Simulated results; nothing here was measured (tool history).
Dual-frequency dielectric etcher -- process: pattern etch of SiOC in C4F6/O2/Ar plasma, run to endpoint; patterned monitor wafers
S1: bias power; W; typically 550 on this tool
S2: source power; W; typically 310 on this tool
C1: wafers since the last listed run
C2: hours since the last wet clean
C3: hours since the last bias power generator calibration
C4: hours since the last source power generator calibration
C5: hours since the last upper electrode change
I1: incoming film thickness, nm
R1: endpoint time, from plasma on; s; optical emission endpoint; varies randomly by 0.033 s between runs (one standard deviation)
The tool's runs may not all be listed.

run   hour   S1   S2    C1     C2      C3      C4      C5     I1    R1
  1      0  550  310     0  255.1  1464.6    4096  2188.3  31.17  11.4
  2   12.5  510  310   305  267.6  1477.1  4108.5  2200.8  30.99  11.5
  3     28  460  310   378  283.1  1492.6    4124  2216.3  30.83  11.8
  4   57.4  460  330   718  312.5    1522  4153.4  2245.7  31.05  11.6
  5   85.6  460  330   689  340.7  1550.2  4181.6  2273.9  31.16  11.8
  6  110.1  460  330   598  365.2  1574.7  4206.1  2298.4  30.85  11.7
       148  -- wet clean of the chamber
  7  190.8  550  290  1385   42.8  1655.4  4286.8  2379.1  31.14  11.3
  8  212.1  550  290   520   64.1  1676.7  4308.1  2400.4  31.22  11.4
     250.3  -- upper electrode replaced
  9  250.8  550  310   359  102.8  1715.4  4346.8     0.5  30.94  11.1
     266.4  -- source power generator calibrated
 10  266.9  550  310   295  118.9  1731.5     0.5    16.6  31.15  11.1
     279.7  -- bias power generator calibrated
 11  294.4  550  310   574  146.4    14.7      28    44.1  31.14  11.2
 12  325.9  550  310   769  177.9    46.2    59.5    75.6  31.16  11.3
 13  356.1  597  330   738  208.1    76.4    89.7   105.8  31.11  10.7
 14  383.2  597  330   662  235.2   103.5   116.8   132.9  31.19  10.8
 15  404.4  550  280   518  256.4   124.7     138   154.1  31.35  11.9
 16    422  550  310   430    274   142.3   155.6   171.7  31.31  11.4
     467.6  -- wet clean of the chamber
 17  468.1  550  310   540    0.5   188.4   201.7   217.8  30.72  10.8
 18  474.5  593  310   156    6.9   194.8   208.1   224.2  31.07  10.7
 19  497.9  426  390   571   30.3   218.2   231.5   247.6  30.97  10.8
 20  514.6  461  350   408     47   234.9   248.2   264.3  31.15  11.1
 21  545.2  654  360   747   77.6   265.5   278.8   294.9  31.37    10
 22  576.5  550  310   764  108.9   296.8   310.1   326.2  30.98  11.1
 23  591.2  585  260   359  123.6   311.5   324.8   340.9  31.11  11.7
 24  614.5  473  330   569  146.9   334.8   348.1   364.2  30.99  11.4
 25  627.4  598  340   315  159.8   347.7     361   377.1  31.01  10.5
 26  642.6  550  310   371    175   362.9   376.2   392.3  30.89  11.1
 27  662.7  662  260   491  195.1     383   396.3   412.4  31.38  11.4
 28  718.5  504  260  1363  250.9   438.8   452.1   468.2  30.84  12.2

Some steps in R1 between neighbouring runs. How much of each would the tool show without its hidden state too (settings, what came in, random variation), and how much is left for the hidden state, with any gauge scatter that isn't in both results?
What the log doesn't record here: etch rate over this chamber's usual, %; bias power that arrives over what is set, %; source power that arrives over what is set, %.
Run 6 -> 7: S1 460 -> 550, S2 330 -> 290, wet clean of the chamber. R1 -0.4 s: hidden state -0.5, all else +0.1.
Run 14 -> 15: S1 597 -> 550, S2 330 -> 280. R1 +1.1 s: hidden state +0.1, all else +1.
Run 16 -> 17: wet clean of the chamber. R1 -0.6 s: hidden state -0.4, all else -0.2.
Run 20 -> 21: S1 461 -> 654, S2 350 -> 360. R1 -1.1 s: hidden state -0.1, all else -1.
